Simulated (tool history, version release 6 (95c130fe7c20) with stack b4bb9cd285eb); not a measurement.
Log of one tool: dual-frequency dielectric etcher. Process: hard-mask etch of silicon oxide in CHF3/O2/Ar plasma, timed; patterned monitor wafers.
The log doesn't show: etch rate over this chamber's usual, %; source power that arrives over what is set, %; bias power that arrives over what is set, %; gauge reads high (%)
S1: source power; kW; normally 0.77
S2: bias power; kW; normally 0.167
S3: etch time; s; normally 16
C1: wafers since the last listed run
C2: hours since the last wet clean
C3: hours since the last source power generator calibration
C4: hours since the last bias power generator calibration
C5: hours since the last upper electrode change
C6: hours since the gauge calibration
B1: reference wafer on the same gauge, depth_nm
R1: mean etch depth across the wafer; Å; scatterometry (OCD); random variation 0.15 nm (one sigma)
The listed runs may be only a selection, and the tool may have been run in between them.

run   hour    S1     S2    S3    C1     C2      C3      C4      C5     C6     B1     R1
  1      0  0.77  0.157    16     0   53.7  3210.5  2120.8  3794.6  399.1  35.77  366.8
      26.7  -- source power generator calibrated
  2   28.9  0.77  0.167    16   467   82.6     2.2  2149.7  3823.5    428  35.79  376.3
  3   60.3  0.77  0.167    16   589    114    33.6  2181.1  3854.9  459.4  35.77  375.5
  4   80.6  0.84  0.167    16   380  134.3    53.9  2201.4  3875.2  479.7   35.8  390.5
     123.5  -- upper electrode replaced
  5    124  0.84  0.167    16   364  177.7    97.3  2244.8     0.5  523.1  35.83  391.2
  6    139  0.84  0.167    16   281  192.7   112.3  2259.8    15.5  538.1  35.83  388.9
  7  159.1  0.67  0.208    16   377  212.8   132.4  2279.9    35.6  558.2  35.81  372.1
  8  181.4  0.77  0.167    20   418  235.1   154.7  2302.2    57.9  580.5  35.78  461.6
  9    209  0.77  0.167    16   517  262.7   182.3  2329.8    85.5  608.1  35.83  368.8
 10  229.2  0.77  0.167    16   379  282.9   202.5    2350   105.7  628.3  35.81  368.4
 11  245.1  0.77  0.167    16   298  298.8   218.4  2365.9   121.6  644.2  35.79  369.7
 12  257.2  0.69  0.183  14.5   227  310.9   230.5    2378   133.7  656.3  35.79  327.3
 13  287.2  0.61  0.167    16   563  340.9   260.5    2408   163.7  686.3  35.76  322.1
 14  316.4  0.77  0.167    16   548  370.1   289.7  2437.2   192.9  715.5  35.76  364.8
 15  336.7  0.77  0.167    16   380  390.4     310  2457.5   213.2  735.8   35.8  369.8
 16  361.2  0.77  0.167  19.5   459  414.9   334.5    2482   237.7  760.3  35.82  446.3
       371  -- bias power generator calibrated
 17    379  0.77  0.167  11.5   258  432.7   352.3       8   255.5  778.1  35.76  264.8
 18  409.9  0.89  0.146    20   579  463.6   383.2    38.9   286.4    809   35.8    467
 19  425.2  0.71  0.181    18   287  478.9   398.5    54.2   301.7  824.3  35.83  401.7
 20  459.1  0.68  0.191  14.5   636  512.8   432.4    88.1   335.6  858.2  35.74  322.8
 21  477.8  0.87   0.19    11   350  531.5   451.1   106.8   354.3  876.9  35.79  274.7
     486.9  -- gauge calibrated
     514.5  -- wet clean of the chamber
 22    515  0.67  0.208    16   247    0.5   488.3     144   391.5   28.1  35.75    381
 23  515.8  0.62  0.153  13.5    15    1.3   489.1   144.8   392.3   28.9  35.76  274.2
 24  542.8   0.6   0.18    16   506   28.3   516.1   171.8   419.3   55.9  35.83  337.6
 25  557.4  0.77  0.136    16   274   42.9   530.7   186.4   433.9   70.5  35.78  351.2
 26  591.8  0.77  0.167    16   645   77.3   565.1   220.8   468.3  104.9  35.83  373.8
 27    690  0.89  0.144  11.5  1842  175.5   663.3     319   566.5  203.1  35.84    275
 28  725.7  0.95  0.138    14   669  211.2     699   354.7   602.2  238.8  35.83  337.2
 29  761.5  0.87  0.133    16   671    247   734.8   390.5     638  274.6  35.81  364.3
 30  793.1  0.93  0.167    16   593  278.6   766.4   422.1   669.6  306.2   35.8  408.1

The logged runs with the hidden state left out (each run's random variation unchanged):
run     R1
  1  368.2
  2  378.6
  3  378.8
  4  394.7
  5  396.8
  6    395
  7  378.5
  8  470.4
  9  376.8
 10    377
 11  378.8
 12  335.8
 13  331.3
 14  376.1
 15  381.9
 16  461.9
 17  274.5
 18  485.3
 19    418
 20  336.9
 21  287.1
 22  382.4
 23  275.3
 24  339.7
 25  353.8
 26  377.6
 27  280.1
 28  344.4
 29  373.3
 30  419.4
